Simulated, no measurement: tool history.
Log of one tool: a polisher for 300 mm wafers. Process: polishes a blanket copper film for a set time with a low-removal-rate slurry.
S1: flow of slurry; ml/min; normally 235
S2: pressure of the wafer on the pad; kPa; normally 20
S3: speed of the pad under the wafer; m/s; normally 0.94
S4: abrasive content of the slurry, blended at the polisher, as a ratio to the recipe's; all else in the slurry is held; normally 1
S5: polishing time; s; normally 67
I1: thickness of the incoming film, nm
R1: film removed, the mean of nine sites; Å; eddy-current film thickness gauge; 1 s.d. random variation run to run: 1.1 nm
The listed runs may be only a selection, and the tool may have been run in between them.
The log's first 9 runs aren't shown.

Run 10, day 17.571: usual settings but S1 195 ml/min, S2 16.5 kPa; I1 1159.1. Result: R1 1349 Å.
Run 11, day 19.092: usual settings but S4 0.75; I1 1138.2. Result: R1 1576 Å.
Run 12, day 20.488: usual settings but S2 26.2 kPa; I1 1168.3. Result: R1 2158 Å.
Run 13, day 21.854: usual settings but S1 190 ml/min, S2 13.1 kPa, S4 0.85; I1 1166.6. Result: R1 1007 Å.
At day 23.275: worn pad replaced by a new one.
At day 24.321: slurry nozzle cleaned.
Run 14, day 29.625: usual settings but S5 77 s; I1 1132.6. Result: R1 1956 Å.
At day 30.121: slurry blender recalibrated.
Run 15, day 31.242: usual settings but S4 1.25, S5 78 s; I1 1136.8. Result: R1 2070 Å.
Run 16, day 33.658: usual settings but S4 1.1; I1 1146.1. Result: R1 1706 Å.
Run 17, day 35.108: usual settings but S2 16.5 kPa, S3 0.8 m/s, S4 1.25, S5 45 s; I1 1160.6. Result: R1 847 Å.
Run 18, day 36.2: usual settings but S2 22.1 kPa; I1 1134.7. Result: R1 1811 Å.
Run 19, day 37.454: usual settings; I1 1162.8. Result: R1 1656 Å.
Run 20, day 40.3: usual settings but S1 290 ml/min; I1 1136.4. Result: R1 1650 Å.
Run 21, day 41.871: usual settings but S2 15.9 kPa, S4 0.75; I1 1150.9. Result: R1 1208 Å.
At day 42.338: worn pad replaced by a new one.
At day 43.742: slurry nozzle cleaned.
Run 22, day 45.617: usual settings but S2 24.8 kPa, S4 0.9, S5 59 s; I1 1165.7. Result: R1 1861 Å.
Run 23, day 47.45: usual settings; I1 1128.2. Result: R1 1728 Å.
At day 48.679: slurry blender recalibrated.
Run 24, day 49.717: usual settings but S2 22.8 kPa, S3 0.84 m/s, S4 1.1, S5 48 s; I1 1138.4. Result: R1 1295 Å.
Run 25, day 50.871: usual settings; I1 1159.6. Result: R1 1696 Å.
Run 26, day 53.112: usual settings but S1 190 ml/min, S3 1.02 m/s, S4 1.15, S5 57 s; I1 1147.8. Result: R1 1550 Å.
Run 27, day 55.242: usual settings but S1 165 ml/min; I1 1149.4. Result: R1 1617 Å.
Run 28, day 57.592: usual settings but S3 0.8 m/s, S5 49 s; I1 1158.6. Result: R1 1066 Å.
At day 58.158: head pressure recalibrated.
Run 29, day 59.796: usual settings but S1 175 ml/min, S2 17.2 kPa, S3 0.84 m/s, S5 78 s; I1 1129.8. Result: R1 1452 Å.
Run 30, day 61.229: usual settings but S4 1.15, S5 90 s; I1 1134.4. Result: R1 2256 Å.
At day 62.258: worn pad replaced by a new one.
Run 31, day 63.771: usual settings; I1 1151.6. Result: R1 1683 Å.

3 ways to go on from here, each from the tool as it stands after run 31. What would each give?
Run A, day 63.792: usual settings; I1 1156.7. Result: R1 ?.
Run B, day 63.792: usual settings but S1 160 ml/min, S4 1.25; I1 1156.7. Result: R1 ?.
Run C, day 63.792: usual settings but S5 87 s; I1 1156.7. Result: R1 ?.

run    R1
  A  1663
  B  1670
  C  2159
Without the tool's hidden state the same runs would have given:
run    R1
  A  1742
  B  1770
  C  2263
